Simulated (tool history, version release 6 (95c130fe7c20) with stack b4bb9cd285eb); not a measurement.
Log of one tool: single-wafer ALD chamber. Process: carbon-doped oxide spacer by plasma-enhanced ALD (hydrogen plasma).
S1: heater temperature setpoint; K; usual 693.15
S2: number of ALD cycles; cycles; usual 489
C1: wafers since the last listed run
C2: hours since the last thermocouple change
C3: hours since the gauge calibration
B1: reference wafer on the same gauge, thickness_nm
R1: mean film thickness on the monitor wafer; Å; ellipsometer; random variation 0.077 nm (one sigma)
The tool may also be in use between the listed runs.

Run 1, hour 0.0: usual settings; C1 0; C2 341.2; C3 796.8; B1 24.908. Result: R1 237.63 Å.
Run 2, hour 96.2: usual settings but S1 685.15 K, S2 449 cycles; C1 63; C2 437.4; C3 893.0; B1 24.904. Result: R1 221.25 Å.
Run 3, hour 121.1: usual settings but S1 685.15 K, S2 449 cycles; C1 16; C2 462.3; C3 917.9; B1 24.896. Result: R1 222.25 Å.
Run 4, hour 173.3: usual settings but S1 684.15 K; C1 34; C2 514.5; C3 970.1; B1 24.917. Result: R1 243.35 Å.
Run 5, hour 232.0: usual settings but S1 682.15 K; C1 38; C2 573.2; C3 1028.8; B1 24.899. Result: R1 244.10 Å.
Run 6, hour 298.2: usual settings but S1 689.15 K; C1 43; C2 639.4; C3 1095.0; B1 24.908. Result: R1 240.41 Å.
Run 7, hour 356.6: usual settings but S1 689.15 K; C1 38; C2 697.8; C3 1153.4; B1 24.918. Result: R1 240.25 Å.
Run 8, hour 427.4: usual settings but S1 689.15 K; C1 46; C2 768.6; C3 1224.2; B1 24.914. Result: R1 239.28 Å.
Run 9, hour 462.0: usual settings but S1 700.15 K; C1 22; C2 803.2; C3 1258.8; B1 24.917. Result: R1 231.82 Å.
Run 10, hour 531.9: usual settings; C1 45; C2 873.1; C3 1328.7; B1 24.883. Result: R1 235.04 Å.
Run 11, hour 558.0: usual settings but S1 687.15 K, S2 578 cycles; C1 17; C2 899.2; C3 1354.8; B1 24.891. Result: R1 284.29 Å.
At hour 570.6: gauge calibrated.
Run 12, hour 624.7: usual settings; C1 43; C2 965.9; C3 54.1; B1 24.895. Result: R1 235.78 Å.
Run 13, hour 676.3: usual settings but S1 686.15 K, S2 558 cycles; C1 33; C2 1017.5; C3 105.7; B1 24.905. Result: R1 272.83 Å.
Run 14, hour 742.4: usual settings but S1 701.15 K; C1 43; C2 1083.6; C3 171.8; B1 24.917. Result: R1 227.84 Å.
Run 15, hour 785.0: usual settings but S1 681.15 K, S2 416 cycles; C1 27; C2 1126.2; C3 214.4; B1 24.907. Result: R1 206.52 Å.
At hour 820.1: thermocouple changed; heater temperature recalibrated.
Run 16, hour 825.6: usual settings but S2 429 cycles; C1 21; C2 5.5; C3 255.0; B1 24.894. Result: R1 209.84 Å.
Run 17, hour 883.1: usual settings but S1 684.15 K, S2 440 cycles; C1 37; C2 63.0; C3 312.5; B1 24.918. Result: R1 221.40 Å.
Run 18, hour 912.8: usual settings but S1 703.15 K, S2 580 cycles; C1 19; C2 92.7; C3 342.2; B1 24.897. Result: R1 275.06 Å.
Run 19, hour 944.8: usual settings; C1 21; C2 124.7; C3 374.2; B1 24.927. Result: R1 239.28 Å.
Run 20, hour 1029.1: usual settings but S1 683.15 K, S2 568 cycles; C1 55; C2 209.0; C3 458.5; B1 24.924. Result: R1 286.62 Å.
Run 21, hour 1084.7: usual settings but S2 554 cycles; C1 36; C2 264.6; C3 514.1; B1 24.908. Result: R1 271.87 Å.

What the log doesn't show, run by run:
gauge reads high (%): 0 in every run
H1: wafer temperature above the value expected at the setpoint (K)
run       H1
  1     1.47
  2     1.82
  3     1.92
  4     2.16
  5     2.46
  6     2.83
  7     3.19
  8     3.67
  9     3.92
 10     4.47
 11     4.68
 12     5.26
 13     5.73
 14     6.38
 15     6.82
 16   -0.396
 17   -0.378
 18   -0.356
 19   -0.324
 20   -0.194
 21  -0.0714
